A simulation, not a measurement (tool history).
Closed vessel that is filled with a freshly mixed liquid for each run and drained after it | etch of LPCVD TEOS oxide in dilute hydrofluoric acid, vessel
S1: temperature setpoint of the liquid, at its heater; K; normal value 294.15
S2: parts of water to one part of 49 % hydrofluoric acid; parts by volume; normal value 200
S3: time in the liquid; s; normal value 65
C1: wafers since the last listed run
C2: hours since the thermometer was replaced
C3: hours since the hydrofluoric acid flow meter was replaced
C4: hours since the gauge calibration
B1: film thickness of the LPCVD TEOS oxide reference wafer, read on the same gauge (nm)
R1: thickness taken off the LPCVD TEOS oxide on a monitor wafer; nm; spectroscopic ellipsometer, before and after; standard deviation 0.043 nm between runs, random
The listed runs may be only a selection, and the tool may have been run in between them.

run 1 hour=0 | S1=294.15 S2=200 S3=65 | C1=0 C2=1552.8 C3=2222.3 C4=258.6 | B1=110.02 | R1=7.01
run 2 hour=8.5 | S1=294.15 S2=200 S3=65 | C1=740 C2=1561.3 C3=2230.8 C4=267.1 | B1=109.98 | R1=6.99
-- hour=20.9 gauge calibrated
run 3 hour=40.4 | S1=294.15 S2=200 S3=65 | C1=2780 C2=1593.2 C3=2262.7 C4=19.5 | B1=110.04 | R1=6.95
run 4 hour=56 | S1=294.15 S2=200 S3=65 | C1=1359 C2=1608.8 C3=2278.3 C4=35.1 | B1=110 | R1=6.99
run 5 hour=66.2 | S1=294.15 S2=270 S3=65 | C1=889 C2=1619 C3=2288.5 C4=45.3 | B1=110.03 | R1=4.79
run 6 hour=78.2 | S1=294.15 S2=270 S3=65 | C1=1046 C2=1631 C3=2300.5 C4=57.3 | B1=110.01 | R1=4.83
run 7 hour=89 | S1=294.15 S2=270 S3=65 | C1=941 C2=1641.8 C3=2311.3 C4=68.1 | B1=110.01 | R1=4.83
run 8 hour=131.8 | S1=290.65 S2=200 S3=65 | C1=3730 C2=1684.6 C3=2354.1 C4=110.9 | B1=110 | R1=6.07
run 9 hour=139 | S1=290.65 S2=200 S3=65 | C1=627 C2=1691.8 C3=2361.3 C4=118.1 | B1=109.94 | R1=5.97
run 10 hour=171.1 | S1=294.15 S2=200 S3=90 | C1=2798 C2=1723.9 C3=2393.4 C4=150.2 | B1=110.04 | R1=9.58
-- hour=179.3 thermometer replaced
run 11 hour=180.7 | S1=294.15 S2=200 S3=90 | C1=749 C2=1.4 C3=2403 C4=159.8 | B1=110.04 | R1=10.57
run 12 hour=191.3 | S1=294.15 S2=200 S3=90 | C1=923 C2=12 C3=2413.6 C4=170.4 | B1=109.98 | R1=10.56
run 13 hour=200.1 | S1=293.15 S2=200 S3=65 | C1=767 C2=20.8 C3=2422.4 C4=179.2 | B1=110.02 | R1=7.36
-- hour=210.3 hydrofluoric acid flow meter replaced
run 14 hour=212.8 | S1=294.15 S2=200 S3=45 | C1=1019 C2=33.5 C3=2.5 C4=191.9 | B1=110.04 | R1=5.3
run 15 hour=224.3 | S1=297.65 S2=135 S3=65 | C1=1002 C2=45 C3=14 C4=203.4 | B1=109.98 | R1=13.93
run 16 hour=248.7 | S1=297.65 S2=110 S3=50 | C1=2126 C2=69.4 C3=38.4 C4=227.8 | B1=110.03 | R1=13.4
run 17 hour=256.3 | S1=294.15 S2=165 S3=65 | C1=662 C2=77 C3=46 C4=235.4 | B1=109.98 | R1=9.62
run 18 hour=300.3 | S1=290.65 S2=130 S3=85 | C1=3835 C2=121 C3=90 C4=279.4 | B1=110 | R1=14.38
run 19 hour=317.6 | S1=294.15 S2=200 S3=65 | C1=1508 C2=138.3 C3=107.3 C4=296.7 | B1=110.02 | R1=7.6
run 20 hour=329.8 | S1=294.15 S2=200 S3=65 | C1=1063 C2=150.5 C3=119.5 C4=308.9 | B1=109.94 | R1=7.6
-- hour=339.4 gauge calibrated
run 21 hour=341.4 | S1=296.65 S2=200 S3=65 | C1=1011 C2=162.1 C3=131.1 C4=2 | B1=110.04 | R1=8.42
run 22 hour=351.3 | S1=294.15 S2=200 S3=65 | C1=862 C2=172 C3=141 C4=11.9 | B1=109.98 | R1=7.62

Run 23 comes next. What will it give?
run 23 hour=358.3 | S1=292.65 S2=200 S3=30 | C1=610 C2=179 C3=148 C4=18.9 | B1=? | R1=?

{"run 23": {"B1": 110.01, "R1": 3.28}}
If the tool had no hidden condition, the same run with the same run-to-run variation would have returned R1 3.36 nm.

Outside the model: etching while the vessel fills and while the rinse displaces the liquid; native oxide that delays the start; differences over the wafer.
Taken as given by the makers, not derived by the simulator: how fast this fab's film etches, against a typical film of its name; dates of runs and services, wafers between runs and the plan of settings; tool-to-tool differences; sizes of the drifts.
